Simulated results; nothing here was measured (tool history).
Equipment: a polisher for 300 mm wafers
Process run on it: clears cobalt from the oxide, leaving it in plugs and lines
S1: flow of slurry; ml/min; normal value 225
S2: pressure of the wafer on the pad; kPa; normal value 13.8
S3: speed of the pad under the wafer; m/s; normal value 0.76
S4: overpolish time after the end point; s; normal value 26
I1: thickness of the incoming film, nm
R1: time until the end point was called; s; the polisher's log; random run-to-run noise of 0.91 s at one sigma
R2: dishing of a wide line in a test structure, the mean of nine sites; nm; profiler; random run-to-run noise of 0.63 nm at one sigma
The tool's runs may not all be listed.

| run | hour | S1 | S2 | S3 | S4 | I1 | R1 | R2 |
|---|---|---|---|---|---|---|---|---|
| 1 | 0 | 225 | 15.2 | 0.76 | 26 | 227.1 | 63.6 | 36 |
|  | 82 | worn pad replaced by a new one |
| 2 | 105.9 | 225 | 13.8 | 0.76 | 26 | 228.6 | 70.3 | 33.3 |
| 3 | 207.6 | 225 | 13.8 | 0.76 | 26 | 231.6 | 70.7 | 34.5 |
|  | 235.3 | slurry nozzle cleaned, repeated, since the last time left the tool worse |
| 4 | 298.3 | 225 | 13.8 | 0.76 | 26 | 231.3 | 64.5 | 35.2 |
| 5 | 376.7 | 225 | 13.8 | 0.76 | 26 | 230 | 65.4 | 36 |
| 6 | 418.1 | 265 | 13.8 | 0.76 | 26 | 230.7 | 63.6 | 36.4 |
| 7 | 524.9 | 265 | 13.8 | 0.76 | 26 | 228.1 | 63.6 | 36.7 |
| 8 | 627.9 | 225 | 13.8 | 0.76 | 26 | 228.5 | 63.2 | 35.7 |
| 9 | 716.3 | 225 | 13.8 | 0.76 | 26 | 230 | 65.8 | 36.3 |
| 10 | 789.3 | 225 | 13.8 | 0.76 | 26 | 224.9 | 65 | 35.5 |
|  | 798.2 | worn pad replaced by a new one |
| 11 | 849.6 | 225 | 13.8 | 0.76 | 26 | 232.6 | 68 | 35.4 |
| 12 | 913.8 | 225 | 13.8 | 0.76 | 26 | 226.2 | 64.8 | 35.1 |
| 13 | 1009.9 | 225 | 12.4 | 0.84 | 26 | 229.7 | 68.6 | 35.8 |
|  | 1029.3 | slurry nozzle cleaned |
| 14 | 1051.4 | 225 | 13.8 | 0.76 | 30 | 233.1 | 67 | 37 |
| 15 | 1155.7 | 225 | 9.7 | 0.76 | 26 | 230.9 | 92.2 | 31.2 |
| 16 | 1239 | 280 | 11.7 | 0.9 | 15 | 230 | 67.1 | 27.7 |
|  | 1251.8 | head pressure recalibrated |
| 17 | 1309.5 | 270 | 16.5 | 0.68 | 26 | 232.3 | 56.9 | 37.3 |
| 18 | 1406.3 | 225 | 11.7 | 0.76 | 26 | 231.2 | 74.4 | 33.6 |
|  | 1635.8 | worn pad replaced by a new one |
| 19 | 1708.1 | 225 | 13.8 | 0.76 | 26 | 228.9 | 67.5 | 36.4 |
| 20 | 1796.6 | 295 | 13.8 | 0.76 | 26 | 230.3 | 63.8 | 34.9 |
|  | 1833.6 | slurry nozzle cleaned |
| 21 | 1903.2 | 225 | 13.8 | 0.76 | 38 | 228.4 | 64.2 | 39.4 |
| 22 | 2001.7 | 225 | 13.8 | 0.68 | 26 | 232.9 | 73.1 | 34.4 |
| 23 | 2101.6 | 225 | 13.8 | 0.68 | 33 | 230.9 | 70.9 | 37.6 |
| 24 | 2146.5 | 225 | 13.8 | 0.76 | 26 | 229.1 | 63.4 | 35.9 |
| 25 | 2207.8 | 225 | 11.7 | 0.76 | 37 | 226.4 | 76.6 | 37.8 |
| 26 | 2247.7 | 300 | 11.7 | 0.94 | 26 | 225.5 | 63 | 35.9 |
| 27 | 2337.9 | 225 | 13.8 | 0.68 | 26 | 231.7 | 72.6 | 34.9 |
| 28 | 2442.8 | 295 | 9.7 | 0.76 | 21 | 226.6 | 88.9 | 27.8 |
|  | 2448.8 | worn pad replaced by a new one |
| 29 | 2518.2 | 225 | 13.8 | 1 | 26 | 227.2 | 52 | 38.2 |
| 30 | 2573.4 | 225 | 16.5 | 0.76 | 26 | 229 | 54.4 | 37.4 |
| 31 | 2638.3 | 200 | 12.4 | 0.96 | 20 | 234.6 | 64.7 | 33.2 |
|  | 2687.4 | slurry nozzle cleaned |
| 32 | 2696.9 | 225 | 13.8 | 0.76 | 26 | 228.6 | 65.5 | 37 |
| 33 | 2747 | 225 | 11 | 0.76 | 26 | 227.9 | 82.4 | 33.4 |

The logged runs with the hidden state left out (each run's random variation unchanged):
The hidden state here: removal rate lost through wear of the pad, %; slurry flow missing at the pad, %; deviation of the head's pressure from its setpoint, %.
| run | R1 | R2 |
|---|---|---|
| 1 | 58.7 | 36.8 |
| 2 | 64.3 | 34.3 |
| 3 | 63.8 | 35.7 |
| 4 | 64.3 | 35.3 |
| 5 | 65.2 | 36.1 |
| 6 | 63.4 | 36.4 |
| 7 | 63.3 | 36.7 |
| 8 | 62.7 | 35.8 |
| 9 | 65 | 36.4 |
| 10 | 64 | 35.6 |
| 11 | 66.8 | 35.6 |
| 12 | 63.4 | 35.4 |
| 13 | 66.6 | 36.1 |
| 14 | 67 | 37 |
| 15 | 92.1 | 31.2 |
| 16 | 67 | 27.7 |
| 17 | 56.8 | 37.3 |
| 18 | 74 | 33.7 |
| 19 | 66.2 | 36.6 |
| 20 | 62.4 | 35.1 |
| 21 | 64.2 | 39.4 |
| 22 | 73 | 34.4 |
| 23 | 70.7 | 37.6 |
| 24 | 63.2 | 35.9 |
| 25 | 76.2 | 37.8 |
| 26 | 62.7 | 36 |
| 27 | 71.9 | 35.1 |
| 28 | 87.8 | 28 |
| 29 | 50.9 | 38.4 |
| 30 | 53.1 | 37.6 |
| 31 | 62.6 | 33.6 |
| 32 | 65.4 | 37 |
| 33 | 82.3 | 33.4 |

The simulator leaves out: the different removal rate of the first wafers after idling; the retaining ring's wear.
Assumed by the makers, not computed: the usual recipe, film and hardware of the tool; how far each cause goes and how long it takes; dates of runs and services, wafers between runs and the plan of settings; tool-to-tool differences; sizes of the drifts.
